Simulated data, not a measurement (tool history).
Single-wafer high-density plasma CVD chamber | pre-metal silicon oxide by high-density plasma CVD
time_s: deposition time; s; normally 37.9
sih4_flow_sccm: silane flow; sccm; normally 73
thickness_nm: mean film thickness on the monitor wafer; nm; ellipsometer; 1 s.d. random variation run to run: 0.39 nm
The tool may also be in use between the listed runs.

| run | hour | time_s | sih4_flow_sccm | read-back reference wafer on the same gauge, thickness_nm | thickness_nm |
|---|---|---|---|---|---|
| 1 | 0 | 37.9 | 73 | 236.098 | 263.122 |
| 2 | 8.2 | 37.9 | 62 | 236.08 | 232.761 |
| 3 | 15.2 | 37.9 | 62 | 235.997 | 232.407 |
| 4 | 33 | 37.9 | 62 | 235.823 | 231.494 |
| 5 | 43.5 | 37.9 | 73 | 235.706 | 262.553 |
| 6 | 57.1 | 37.9 | 73 | 235.582 | 262.324 |
| 7 | 64.5 | 37.9 | 73 | 235.541 | 261.721 |
| 8 | 71.3 | 37.9 | 73 | 235.366 | 262.372 |
| 9 | 85.1 | 37.9 | 73 | 235.308 | 262.639 |
| 10 | 100.4 | 37.9 | 73 | 235.126 | 261.599 |
| 11 | 112.8 | 41 | 73 | 235.031 | 284.076 |
| 12 | 118.9 | 41 | 73 | 235.04 | 283.274 |
| 13 | 129.7 | 41 | 73 | 234.9 | 283.967 |
| 14 | 144.7 | 37.9 | 73 | 234.739 | 261.171 |
| 15 | 157.2 | 37.9 | 73 | 234.64 | 261.163 |
| 16 | 169.7 | 37.9 | 73 | 234.515 | 261.712 |
| 17 | 182.9 | 37.9 | 73 | 234.427 | 261.217 |
| 18 | 194.2 | 37.9 | 73 | 234.352 | 261.142 |
| 19 | 210.7 | 37.9 | 73 | 234.123 | 261.314 |
| 20 | 219.3 | 44.2 | 58 | 234.08 | 255.53 |
| 21 | 231.1 | 33.3 | 73 | 233.927 | 229.419 |
| 22 | 239.2 | 37.9 | 62 | 233.833 | 230.112 |
| 23 | 249.2 | 37.9 | 73 | 233.788 | 260.426 |
| 24 | 256 | 44.9 | 63 | 233.68 | 275.086 |
| 25 | 268.4 | 42.1 | 61 | 233.56 | 251.949 |
|  | 278.5 | gauge calibrated |
| 26 | 280.7 | 32.7 | 84 | 236.401 | 253.821 |
| 27 | 287 | 37.9 | 73 | 236.397 | 264.164 |
| 28 | 303.9 | 36 | 61 | 236.237 | 218.216 |
| 29 | 321.8 | 37.9 | 73 | 236.007 | 263.666 |
| 30 | 330.7 | 41.6 | 80 | 235.969 | 310.312 |
| 31 | 337.3 | 40.8 | 85 | 235.887 | 318.66 |
| 32 | 345 | 32.4 | 64 | 235.82 | 203.317 |
| 33 | 357.4 | 37.9 | 73 | 235.771 | 262.737 |
|  | 369 | silane flow controller replaced |
| 34 | 387.4 | 42.3 | 88 | 235.459 | 339.636 |
| 35 | 395 | 42.1 | 73 | 235.303 | 291.451 |
| 36 | 423.3 | 37.9 | 73 | 235.04 | 262.401 |
| 37 | 438.1 | 42 | 87 | 234.877 | 332.973 |
| 38 | 455.8 | 34.3 | 65 | 234.756 | 216.565 |
| 39 | 465.7 | 43.4 | 63 | 234.676 | 267.169 |

Had the tool no unlogged condition, and each run kept its random variation, what would the results have been?
The tool's hidden condition here consists of: delivered silane flow above the setpoint (%); gauge reads high (%).
| run | thickness_nm |
|---|---|
| 1 | 262.986 |
| 2 | 232.717 |
| 3 | 232.428 |
| 4 | 231.68 |
| 5 | 262.875 |
| 6 | 262.788 |
| 7 | 262.262 |
| 8 | 262.986 |
| 9 | 263.399 |
| 10 | 262.517 |
| 11 | 285.216 |
| 12 | 284.48 |
| 13 | 285.299 |
| 14 | 262.555 |
| 15 | 262.679 |
| 16 | 263.364 |
| 17 | 263.005 |
| 18 | 263.05 |
| 19 | 263.398 |
| 20 | 257.657 |
| 21 | 231.439 |
| 22 | 232.214 |
| 23 | 262.911 |
| 24 | 277.787 |
| 25 | 254.551 |
| 26 | 253.356 |
| 27 | 263.747 |
| 28 | 218.018 |
| 29 | 263.616 |
| 30 | 310.364 |
| 31 | 318.797 |
| 32 | 203.467 |
| 33 | 263.061 |
| 34 | 340.465 |
| 35 | 292.251 |
| 36 | 263.421 |
| 37 | 334.465 |
| 38 | 217.69 |
| 39 | 268.664 |

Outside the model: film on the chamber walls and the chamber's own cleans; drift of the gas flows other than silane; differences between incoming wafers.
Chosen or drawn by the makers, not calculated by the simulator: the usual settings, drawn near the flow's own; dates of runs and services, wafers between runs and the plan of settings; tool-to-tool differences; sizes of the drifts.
